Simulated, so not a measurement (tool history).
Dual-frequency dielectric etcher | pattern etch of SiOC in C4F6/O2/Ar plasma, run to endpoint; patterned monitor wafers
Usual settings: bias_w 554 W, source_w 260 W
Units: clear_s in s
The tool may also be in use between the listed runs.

run     day  bias_w  source_w  incoming incoming film thickness, nm  clear_s
  1   0.000     554       260                                 44.42     15.8
  2   2.171     554       260                                 43.92     15.5
  3   5.229     554       260                                 44.42     15.5
  4   7.021     554       260                                 44.27     15.3
     10.825  -- wet clean of the chamber
  5  10.967     554       260                                 44.38     16.1
  6  14.562     599       260                                 44.62     15.8
  7  17.412     599       260                                 44.87     15.8
  8  19.254     599       260                                 44.49     15.4
  9  22.862     554       260                                 44.74     15.9
 10  25.604     554       260                                 44.04     15.6
 11  27.233     554       260                                 44.23     15.6
 12  30.217     554       280                                 44.00     14.9
 13  32.562     554       300                                 43.91     14.4
     34.638  -- upper electrode replaced
 14  37.050     554       300                                 44.23     14.4
     38.296  -- source power generator calibrated
     38.575  -- wet clean of the chamber
 15  41.358     554       300                                 43.86     14.7
 16  45.562     554       300                                 44.18     14.7
 17  47.175     495       300                                 44.13     15.1
 18  49.704     481       300                                 44.15     15.1
 19  51.304     554       260                                 44.16     15.6
 20  56.229     636       280                                 44.16     14.4
     58.638  -- bias power generator calibrated
 21  59.038     489       240                                 44.39     16.4
 22  61.888     599       260                                 44.11     14.9
     63.446  -- wet clean of the chamber
 23  64.358     636       220                                 43.94     16.5
 24  68.692     508       260                                 44.34     16.2
 25  70.862     618       260                                 44.22     15.3
 26  72.388     554       240                                 44.06     16.3
 27  76.175     686       240                                 44.07     15.2
 28  79.900     644       230                                 44.18     15.8
 29  81.842     554       260                                 43.68     15.2
     84.729  -- wet clean of the chamber
 30  84.750     602       240                                 44.07     16.2
 31  86.017     616       290                                 44.07     14.8

The same runs without the tool's hidden state, with the same run-to-run variation:
The hidden state here: etch rate over this chamber's usual, %; bias power that arrives over what is set, %; source power that arrives over what is set, %.
run  clear_s
  1     16.1
  2     15.9
  3     16.0
  4     15.9
  5     16.0
  6     15.8
  7     15.9
  8     15.6
  9     16.1
 10     16.0
 11     16.0
 12     15.4
 13     14.9
 14     15.0
 15     14.7
 16     14.9
 17     15.3
 18     15.4
 19     16.0
 20     14.9
 21     17.1
 22     15.6
 23     16.5
 24     16.3
 25     15.5
 26     16.6
 27     15.6
 28     16.3
 29     15.8
 30     16.1
 31     14.7
